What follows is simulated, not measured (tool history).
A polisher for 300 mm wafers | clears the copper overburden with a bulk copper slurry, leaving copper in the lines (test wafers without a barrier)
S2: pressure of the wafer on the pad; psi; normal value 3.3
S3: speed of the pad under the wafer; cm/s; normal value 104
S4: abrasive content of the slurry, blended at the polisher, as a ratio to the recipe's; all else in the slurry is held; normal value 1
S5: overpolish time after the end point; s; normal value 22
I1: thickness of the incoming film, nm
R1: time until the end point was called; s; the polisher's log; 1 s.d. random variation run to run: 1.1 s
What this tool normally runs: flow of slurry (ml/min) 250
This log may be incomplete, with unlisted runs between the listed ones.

{"run": 1, "hour": 0.0, "flow of slurry (ml/min)": 250, "S2": 3.3, "S3": 104, "S4": 1, "S5": 22, "I1": 1317.3, "R1": 103.2}
{"run": 2, "hour": 29.4, "flow of slurry (ml/min)": 250, "S2": 3.3, "S3": 104, "S4": 1, "S5": 22, "I1": 1355.1, "R1": 105.6}
{"run": 3, "hour": 50.3, "flow of slurry (ml/min)": 250, "S2": 3.3, "S3": 104, "S4": 1, "S5": 18, "I1": 1312.1, "R1": 103.8}
{"run": 4, "hour": 74.4, "flow of slurry (ml/min)": 250, "S2": 3.3, "S3": 104, "S4": 1, "S5": 18, "I1": 1342.4, "R1": 106.2}
{"run": 5, "hour": 94.6, "flow of slurry (ml/min)": 250, "S2": 3.3, "S3": 104, "S4": 1, "S5": 18, "I1": 1316.4, "R1": 103.5}
{"hour": 114.4, "done": "worn pad replaced by a new one"}
{"run": 6, "hour": 124.1, "flow of slurry (ml/min)": 250, "S2": 3.3, "S3": 104, "S4": 1, "S5": 22, "I1": 1351.1, "R1": 107.8}
{"run": 7, "hour": 158.3, "flow of slurry (ml/min)": 250, "S2": 3.3, "S3": 104, "S4": 1, "S5": 22, "I1": 1306.2, "R1": 105.2}
{"run": 8, "hour": 177.2, "flow of slurry (ml/min)": 315, "S2": 3.3, "S3": 104, "S4": 1, "S5": 22, "I1": 1319.7, "R1": 109}
{"hour": 204.8, "done": "slurry blender recalibrated"}
{"run": 9, "hour": 205.3, "flow of slurry (ml/min)": 315, "S2": 3.3, "S3": 104, "S4": 1, "S5": 22, "I1": 1335.3, "R1": 101.6}
{"hour": 225.4, "done": "worn pad replaced by a new one, of another model than before"}
{"run": 10, "hour": 226.7, "flow of slurry (ml/min)": 250, "S2": 3.3, "S3": 104, "S4": 1, "S5": 18, "I1": 1337.4, "R1": 104}
{"run": 11, "hour": 247.3, "flow of slurry (ml/min)": 250, "S2": 4.3, "S3": 104, "S4": 1, "S5": 22, "I1": 1355.2, "R1": 89.8}
{"run": 12, "hour": 272.9, "flow of slurry (ml/min)": 280, "S2": 2.6, "S3": 104, "S4": 1, "S5": 34, "I1": 1323.2, "R1": 114.5}
{"hour": 302.4, "done": "head pressure recalibrated"}
{"run": 13, "hour": 303.8, "flow of slurry (ml/min)": 250, "S2": 3.3, "S3": 104, "S4": 1, "S5": 18, "I1": 1326.7, "R1": 104.1}
{"hour": 333.7, "done": "worn pad replaced by a new one"}
{"hour": 338.0, "done": "slurry nozzle cleaned"}
{"run": 14, "hour": 339.5, "flow of slurry (ml/min)": 250, "S2": 3.7, "S3": 80, "S4": 0.75, "S5": 22, "I1": 1326.5, "R1": 118}
{"run": 15, "hour": 370.7, "flow of slurry (ml/min)": 250, "S2": 3.3, "S3": 104, "S4": 1, "S5": 22, "I1": 1309.8, "R1": 102.8}
{"run": 16, "hour": 404.8, "flow of slurry (ml/min)": 210, "S2": 3.3, "S3": 94, "S4": 0.75, "S5": 22, "I1": 1312.4, "R1": 119.4}
{"run": 17, "hour": 436.3, "flow of slurry (ml/min)": 250, "S2": 2.3, "S3": 104, "S4": 1.1, "S5": 27, "I1": 1329.3, "R1": 124.9}
{"run": 18, "hour": 448.6, "flow of slurry (ml/min)": 250, "S2": 2.6, "S3": 104, "S4": 1, "S5": 22, "I1": 1330.5, "R1": 124.6}

Predict each of these 5 candidate next runs independently; none follows another, all start after run 18:
{"run": "A", "hour": 449.1, "flow of slurry (ml/min)": 175, "S2": 3.3, "S3": 104, "S4": 1, "S5": 22, "I1": 1326.1, "R1": "?"}
{"run": "B", "hour": 449.1, "flow of slurry (ml/min)": 220, "S2": 3.3, "S3": 104, "S4": 1, "S5": 22, "I1": 1326.1, "R1": "?"}
{"run": "C", "hour": 449.1, "flow of slurry (ml/min)": 250, "S2": 3.3, "S3": 104, "S4": 1, "S5": 10, "I1": 1326.1, "R1": "?"}
{"run": "D", "hour": 449.1, "flow of slurry (ml/min)": 275, "S2": 3.3, "S3": 104, "S4": 1, "S5": 29, "I1": 1326.1, "R1": "?"}
{"run": "E", "hour": 449.1, "flow of slurry (ml/min)": 215, "S2": 3.3, "S3": 104, "S4": 1, "S5": 22, "I1": 1326.1, "R1": "?"}

run=A R1=120.5
run=B R1=110
run=C R1=106.9
run=D R1=105.2
run=E R1=110.7
What these runs would have given with no unlogged condition in the tool:
run=A R1=114.3
run=B R1=104.4
run=C R1=101.4
run=D R1=99.8
run=E R1=105
